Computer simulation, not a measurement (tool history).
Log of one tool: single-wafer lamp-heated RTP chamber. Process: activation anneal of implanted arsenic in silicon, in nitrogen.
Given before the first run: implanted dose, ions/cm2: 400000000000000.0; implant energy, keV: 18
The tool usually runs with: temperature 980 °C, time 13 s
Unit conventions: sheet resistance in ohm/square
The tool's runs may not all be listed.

run     day  temperature  time  read-back reference wafer on the same gauge, sheet resistance  sheet resistance
  1   0.000          980    13                                                         247.06            271.39
      0.383  -- reflector plate cleaned
      2.517  -- pyrometer window cleaned and pyrometer calibrated
  2   2.692          980    13                                                         247.27            271.54
  3   4.692          980    13                                                         247.38            270.79
  4   6.375          980    13                                                         247.51            271.87
  5   7.658          980    13                                                         247.64            272.07
  6   9.258          980    13                                                         247.69            272.49
  7  12.129          980    13                                                         247.89            271.78
     13.212  -- reflector plate cleaned
  8  14.158          980    13                                                         248.08            272.53
  9  17.150          980    13                                                         248.25            272.87
     18.192  -- pyrometer window cleaned and pyrometer calibrated
 10  18.262          980    13                                                         248.28            272.45
     24.667  -- gauge calibrated
 11  24.762          980    13                                                         245.63            269.49
     26.167  -- reflector plate cleaned
 12  26.188          980    13                                                         245.68            269.14
 13  28.512          980    13                                                         245.59            269.18
 14  31.021          980    10                                                         245.64            270.32
 15  32.875          980    10                                                         245.66            270.70
 16  35.812         1000     9                                                         245.76            269.11
     36.438  -- pyrometer window cleaned and pyrometer calibrated
 17  37.158         1003    13                                                         245.63            267.95
 18  38.233          990     8                                                         245.74            270.90
 19  39.517          965    10                                                         245.84            271.38
 20  41.267          968    13                                                         245.66            270.34
     43.162  -- reflector plate cleaned
 21  43.183          980    13                                                         245.78            269.92
 22  45.242          980    13                                                         245.91            269.68
 23  47.146          992    13                                                         245.94            269.05
 24  49.842          957     8                                                         245.99            273.89
 25  52.062          992    17                                                         246.03            268.06
 26  53.983          994    20                                                         246.13            267.37

For run 27, what comes out?
 27  55.758         1007    20                                                              ?                 ?

Run 27 came out at read-back reference wafer on the same gauge, sheet resistance 246.25, sheet resistance 265.16 ohm/square.
On a tool with no hidden condition, and with the same random variation, this run would have come out at sheet resistance 265.00 ohm/square.
